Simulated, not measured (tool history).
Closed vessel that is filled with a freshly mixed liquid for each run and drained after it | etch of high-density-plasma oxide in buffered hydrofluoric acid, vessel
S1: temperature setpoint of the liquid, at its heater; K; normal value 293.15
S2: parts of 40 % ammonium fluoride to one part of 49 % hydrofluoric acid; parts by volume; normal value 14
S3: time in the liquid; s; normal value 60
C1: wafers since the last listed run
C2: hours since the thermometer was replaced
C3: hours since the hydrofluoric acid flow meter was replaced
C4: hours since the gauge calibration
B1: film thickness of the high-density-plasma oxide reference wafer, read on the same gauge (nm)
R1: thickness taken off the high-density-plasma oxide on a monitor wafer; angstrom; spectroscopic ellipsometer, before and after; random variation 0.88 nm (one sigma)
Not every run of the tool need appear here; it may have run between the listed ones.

run,hour,S1,S2,S3,C1,C2,C3,C4,B1,R1
1,0,293.15,14,60,0,1709.9,158.6,1224.8,119.99,968.4
2,32,293.15,14,60,2208,1741.9,190.6,1256.8,119.99,956.6
3,61.1,293.15,14,60,2008,1771,219.7,1285.9,120.02,942.4
4,108.5,293.15,14,60,3271,1818.4,267.1,1333.3,120.02,934.9
5,147.3,293.15,14,60,2677,1857.2,305.9,1372.1,120,950.3
6,204.4,293.15,17.5,60,3940,1914.3,363,1429.2,120.01,761.5
7,273.6,293.15,17.5,60,4775,1983.5,432.2,1498.4,119.99,760.4
# hour 274.7: hydrofluoric acid flow meter replaced
8,325.8,292.15,14,60,3533,2035.7,51.1,1550.6,120.01,893.1
9,358.9,292.15,14,60,2284,2068.8,84.2,1583.7,120.01,883.2
# hour 381.1: thermometer replaced
10,384.7,292.15,14,60,1711,3.6,110,1609.5,120.01,904.5
11,437.1,293.15,18.5,60,3616,56,162.4,1661.9,120,726.2
12,468.5,295.15,14,60,2166,87.4,193.8,1693.3,120.01,1064.4
13,516,291.15,10,30,3278,134.9,241.3,1740.8,120.01,588.8
14,587.8,290.65,12,35,4954,206.7,313.1,1812.6,119.99,561.5
15,622.2,290.15,18.5,75,2373,241.1,347.5,1847,120,757.6
# hour 641: gauge calibrated
# hour 691.5: hydrofluoric acid flow meter replaced
16,773.7,291.15,14,30,10386,392.6,82.2,132.7,120,419.3
17,818.4,292.15,14,60,3084,437.3,126.9,177.4,119.98,903
18,886.1,296.15,12.5,90,4672,505,194.6,245.1,120.02,1864.2
19,949.3,293.15,11,60,4361,568.2,257.8,308.3,119.99,1187.8

Run 20, settings as shown, results not yet in. Your forecast:
20,976.8,293.15,14,60,1897,595.7,285.3,335.8,?,?

{"run 20": {"B1": 120.01, "R1": 936.8}}
With the hidden condition absent and the run-to-run variation left alone, this run would have shown R1 936.8 angstrom.

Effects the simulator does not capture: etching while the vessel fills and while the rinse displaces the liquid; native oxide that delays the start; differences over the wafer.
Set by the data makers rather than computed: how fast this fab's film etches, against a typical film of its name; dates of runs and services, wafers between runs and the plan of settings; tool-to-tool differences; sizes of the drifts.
